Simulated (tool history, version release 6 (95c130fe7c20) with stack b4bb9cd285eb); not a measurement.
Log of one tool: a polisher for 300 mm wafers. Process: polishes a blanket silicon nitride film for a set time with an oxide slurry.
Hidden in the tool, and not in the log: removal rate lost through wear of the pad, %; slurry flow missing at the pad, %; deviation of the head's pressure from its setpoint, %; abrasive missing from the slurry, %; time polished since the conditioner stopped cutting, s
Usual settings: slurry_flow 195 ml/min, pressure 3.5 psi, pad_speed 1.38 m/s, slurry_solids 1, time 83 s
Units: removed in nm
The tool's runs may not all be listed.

| run | day | slurry_flow | pressure | pad_speed | slurry_solids | time | wafers since the last listed run | wafers polished on this pad | hours since the slurry nozzle was cleaned | hours since the head pressure was calibrated | hours since the slurry blender was calibrated | hours since the conditioning disc was replaced | incoming thickness of the incoming film, nm | removed |
|---|---|---|---|---|---|---|---|---|---|---|---|---|---|---|
| 1 | 0 | 240 | 3.5 | 1.38 | 1 | 63 | 0 | 1141 | 378.7 | 68.4 | 46.5 | 187.6 | 505.7 | 51.9 |
|  | 0.671 | conditioning disc replaced and pad reconditioned |
| 2 | 1.833 | 240 | 3.5 | 1.38 | 1 | 63 | 396 | 1538 | 422.7 | 112.4 | 90.5 | 27.9 | 516.1 | 51.7 |
|  | 2.492 | worn pad replaced by a new one |
|  | 2.671 | slurry nozzle cleaned |
| 3 | 4.271 | 195 | 3.5 | 1.38 | 1 | 83 | 505 | 393 | 38.4 | 170.9 | 149 | 86.4 | 508.7 | 67.2 |
| 4 | 7.492 | 195 | 3.5 | 1.38 | 1 | 83 | 730 | 1123 | 115.7 | 248.2 | 226.3 | 163.7 | 501.5 | 67 |
|  | 9.279 | worn pad replaced by a new one |
| 5 | 10.975 | 195 | 3.5 | 1.38 | 1 | 83 | 751 | 384 | 199.3 | 331.8 | 309.9 | 247.3 | 506.1 | 66.5 |
|  | 11.712 | conditioning disc replaced and pad reconditioned |
|  | 13.417 | head pressure recalibrated |
|  | 14.021 | slurry blender recalibrated |
| 6 | 15.212 | 195 | 3.5 | 1.38 | 1 | 83 | 903 | 1288 | 301 | 43.1 | 28.6 | 84 | 507.2 | 65.4 |
|  | 16.379 | worn pad replaced by a new one |
| 7 | 16.9 | 195 | 2.8 | 1.38 | 1 | 83 | 344 | 117 | 341.5 | 83.6 | 69.1 | 124.5 | 515.4 | 56.2 |
| 8 | 19.104 | 195 | 3.5 | 1.38 | 1 | 83 | 499 | 617 | 394.4 | 136.5 | 122 | 177.4 | 511.7 | 66 |
|  | 21.183 | conditioning disc replaced and pad reconditioned |
|  | 22.004 | slurry nozzle cleaned |
| 9 | 23.029 | 135 | 4.3 | 1.38 | 1 | 83 | 861 | 1478 | 24.6 | 230.7 | 216.2 | 44.3 | 511.2 | 72.7 |
|  | 24.083 | worn pad replaced by a new one |
| 10 | 25.979 | 195 | 3.5 | 1.38 | 1 | 93 | 630 | 429 | 95.4 | 301.5 | 287 | 115.1 | 517.1 | 73 |
| 11 | 30.8 | 160 | 3.5 | 1.38 | 1.2 | 83 | 1092 | 1522 | 211.1 | 417.2 | 402.7 | 230.8 | 512.7 | 69.8 |
|  | 31.021 | slurry blender recalibrated |
|  | 31.425 | head pressure recalibrated |
|  | 32.104 | worn pad replaced by a new one |
|  | 32.483 | conditioning disc replaced and pad reconditioned |
| 12 | 32.929 | 155 | 3.5 | 0.96 | 1.3 | 83 | 388 | 168 | 262.2 | 36.1 | 45.8 | 10.7 | 507.7 | 56.1 |
| 13 | 35.075 | 265 | 3.5 | 1.38 | 1.3 | 105 | 486 | 654 | 313.7 | 87.6 | 97.3 | 62.2 | 510.2 | 98.8 |
| 14 | 38.512 | 195 | 3.5 | 1.38 | 1 | 83 | 779 | 1433 | 396.2 | 170.1 | 179.8 | 144.7 | 504 | 66.5 |

Forecast each of these 4 alternatives for the next run:
| A | 38.529 | 150 | 3.5 | 1.38 | 1 | 83 | 3 | 1437 | 396.6 | 170.5 | 180.2 | 145.1 | 504.4 | ? |
| B | 38.529 | 195 | 3.5 | 1.52 | 0.9 | 83 | 3 | 1437 | 396.6 | 170.5 | 180.2 | 145.1 | 504.4 | ? |
| C | 38.529 | 195 | 3.5 | 1.38 | 1.2 | 83 | 3 | 1437 | 396.6 | 170.5 | 180.2 | 145.1 | 504.4 | ? |
| D | 38.529 | 195 | 3.5 | 1.66 | 1 | 83 | 3 | 1437 | 396.6 | 170.5 | 180.2 | 145.1 | 504.4 | ? |

| run | removed |
|---|---|
| A | 63.8 |
| B | 68 |
| C | 72.6 |
| D | 76.5 |
Without the tool's hidden state the same runs would have given:
| run | removed |
|---|---|
| A | 63.8 |
| B | 68 |
| C | 72.6 |
| D | 76.5 |
